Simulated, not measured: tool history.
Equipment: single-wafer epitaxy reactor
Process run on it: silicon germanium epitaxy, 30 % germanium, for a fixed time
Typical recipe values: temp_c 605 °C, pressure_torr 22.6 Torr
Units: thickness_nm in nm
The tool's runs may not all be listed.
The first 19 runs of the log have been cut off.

run    hour  temp_c  pressure_torr  read-back reference wafer on the same gauge, thickness_nm  thickness_nm
 20  1104.2     599           26.6                                                     56.571        65.950
 21  1137.4     600           25.4                                                     56.587        65.672
 22  1164.9     618           20.9                                                     56.639        79.157
 23  1331.2     616           26.3                                                     56.656        86.147
 24  1375.4     599           22.6                                                     56.598        61.838
 25  1445.6     614           19.2                                                     56.556        72.104
 26  1486.8     605           17.4                                                     56.678        59.367
 27  1521.7     599           22.6                                                     56.713        61.254
 28  1593.3     619           25.1                                                     56.704        89.038
 29  1640.5     605           22.6                                                     56.566        68.266
 30  1702.9     617           27.1                                                     56.609        90.022
 31  1767.2     618           22.6                                                     56.681        83.712
 32  1818.7     596           28.0                                                     56.581        65.215
 33  1864.3     616           25.6                                                     56.640        86.985
 34  1953.0     605           22.6                                                     56.575        68.657

What if the next run were any one of these 5? Each begins from the tool's condition after run 34:
  A  1953.4     605           22.6                                                          ?             ?
  B  1953.4     591           19.2                                                          ?             ?
  C  1953.4     592           22.6                                                          ?             ?
  D  1953.4     593           27.6                                                          ?             ?
  E  1953.4     599           18.3                                                          ?             ?

run  read-back reference wafer on the same gauge, thickness_nm  thickness_nm
  A                                                     56.549        68.870
  B                                                     56.549        50.767
  C                                                     56.549        55.883
  D                                                     56.549        62.414
  E                                                     56.549        56.412
The same runs, with their run-to-run variation unchanged, on a tool lacking any hidden condition would have given:
run  thickness_nm
  A        66.836
  B        49.249
  C        54.213
  D        60.550
  E        54.737
